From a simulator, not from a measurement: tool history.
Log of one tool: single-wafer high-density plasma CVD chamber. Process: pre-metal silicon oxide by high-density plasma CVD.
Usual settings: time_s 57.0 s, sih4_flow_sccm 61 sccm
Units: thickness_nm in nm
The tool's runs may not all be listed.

| run | hour | time_s | sih4_flow_sccm | read-back reference wafer on the same gauge, thickness_nm | thickness_nm |
|---|---|---|---|---|---|
| 1 | 0.0 | 57.0 | 61 | 366.791 | 301.530 |
| 2 | 67.3 | 57.0 | 61 | 366.942 | 302.174 |
| 3 | 101.9 | 57.0 | 61 | 367.081 | 300.954 |
| 4 | 142.8 | 57.0 | 61 | 366.955 | 300.502 |
| 5 | 211.7 | 57.0 | 61 | 366.930 | 298.585 |
| 6 | 267.4 | 57.0 | 61 | 367.057 | 300.323 |
| 7 | 294.1 | 57.0 | 61 | 366.978 | 298.345 |
|  | 313.3 | silane flow controller replaced |
| 8 | 333.6 | 57.0 | 61 | 367.137 | 323.633 |
| 9 | 374.5 | 57.0 | 61 | 367.076 | 321.761 |
| 10 | 418.4 | 53.9 | 68 | 366.997 | 339.681 |
| 11 | 454.7 | 68.0 | 61 | 366.926 | 383.293 |
| 12 | 524.5 | 61.3 | 72 | 367.052 | 408.811 |
| 13 | 549.9 | 64.9 | 61 | 366.955 | 365.726 |
|  | 580.3 | gauge calibrated |
| 14 | 621.3 | 52.1 | 53 | 366.928 | 254.921 |
| 15 | 687.3 | 53.5 | 50 | 367.144 | 246.739 |
| 16 | 724.9 | 68.1 | 50 | 367.047 | 312.382 |

The next listed run, before its measurement:
| 17 | 751.1 | 49.7 | 56 | ? | ? |

Run 17 gave read-back reference wafer on the same gauge, thickness_nm 366.921, thickness_nm 255.149 nm.
Without the tool's hidden state the same run would have given thickness_nm 253.899 nm.
